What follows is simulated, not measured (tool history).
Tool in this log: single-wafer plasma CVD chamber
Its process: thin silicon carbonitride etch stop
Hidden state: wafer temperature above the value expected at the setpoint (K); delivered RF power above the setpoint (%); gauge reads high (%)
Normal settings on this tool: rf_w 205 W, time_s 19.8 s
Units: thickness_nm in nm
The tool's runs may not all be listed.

run   hour  rf_w  time_s  wafers since the last listed run  hours since the last thermocouple change  hours since the last RF generator calibration  hours since the showerhead was replaced  hours since the gauge calibration  read-back reference wafer on the same gauge, thickness_nm  thickness_nm
  1      0   205    19.8                                 0                                    2188.5                                         2177.5                                   4253.5                              195.6                                                      9.999        10.996
  2   13.9   235      18                               267                                    2202.4                                         2191.4                                   4267.4                              209.5                                                      9.995        10.463
  3     26   205    19.8                               233                                    2214.5                                         2203.5                                   4279.5                              221.6                                                         10        11.025
  4   42.6   205    19.8                               319                                    2231.1                                         2220.1                                   4296.1                              238.2                                                     10.003        11.031
  5   55.8   235    19.8                               254                                    2244.3                                         2233.3                                   4309.3                              251.4                                                      9.999        11.475
  6   64.2   235    19.8                               161                                    2252.7                                         2241.7                                   4317.7                              259.8                                                      9.999        11.513
  7   77.4   235    19.8                               254                                    2265.9                                         2254.9                                   4330.9                                273                                                      9.998        11.516
  8   90.1   205    19.8                               244                                    2278.6                                         2267.6                                   4343.6                              285.7                                                     10.001         11.03
  9   96.3   205    19.8                               119                                    2284.8                                         2273.8                                   4349.8                              291.9                                                     10.001        11.037
 10    105   205    19.8                               167                                    2293.5                                         2282.5                                   4358.5                              300.6                                                      9.997        11.053
     123.1  -- thermocouple changed; heater temperature recalibrated
 11  123.6   205    19.8                               204                                       0.5                                         2301.1                                   4377.1                              319.2                                                      9.997        11.031
 12  153.5   205    19.8                               575                                      30.4                                           2331                                     4407                              349.1                                                         10        11.039
 13  163.3   205    19.8                               188                                      40.2                                         2340.8                                   4416.8                              358.9                                                     10.001        11.051
 14  175.3   225    21.6                               231                                      52.2                                         2352.8                                   4428.8                              370.9                                                      9.997        12.385
 15  189.8   220    23.5                               279                                      66.7                                         2367.3                                   4443.3                              385.4                                                      9.998        13.368
 16  200.5   185    19.8                               206                                      77.4                                           2378                                     4454                              396.1                                                      9.997        10.688
 17    218   225    17.3                               337                                      94.9                                         2395.5                                   4471.5                              413.6                                                     10.002         9.915
     226.2  -- gauge calibrated
 18  235.5   195    21.6                               337                                     112.4                                           2413                                     4489                                9.3                                                         10        11.851
       250  -- RF generator calibrated
 19  250.5   180    21.2                               134                                     127.4                                            0.5                                     4504                               24.3                                                      9.996        11.351
 20  258.9   175    23.3                               161                                     135.8                                            8.9                                   4512.4                               32.7                                                     10.001        12.371
     268.8  -- showerhead replaced
 21  275.6   180    21.6                               167                                     152.5                                           25.6                                      6.8                               49.4                                                     10.005        11.563
 22  282.2   190    22.4                               127                                     159.1                                           32.2                                     13.4                                 56                                                      9.999        12.185
 23  314.5   170    23.6                               622                                     191.4                                           64.5                                     45.7                               88.3                                                      9.999        12.428
 24  326.3   225    21.6                               227                                     203.2                                           76.3                                     57.5                              100.1                                                      9.999        12.393
 25  341.5   195    21.6                               292                                     218.4                                           91.5                                     72.7                              115.3                                                     10.003        11.853
 26  351.6   205    19.8                               194                                     228.5                                          101.6                                     82.8                              125.4                                                     10.006        11.022

The tool's hidden state at each run:
wafer temperature above the value expected at the setpoint (K): 0, the same for each run
delivered RF power above the setpoint (%): 0, the same for each run
gauge reads high (%): 0, the same for each run
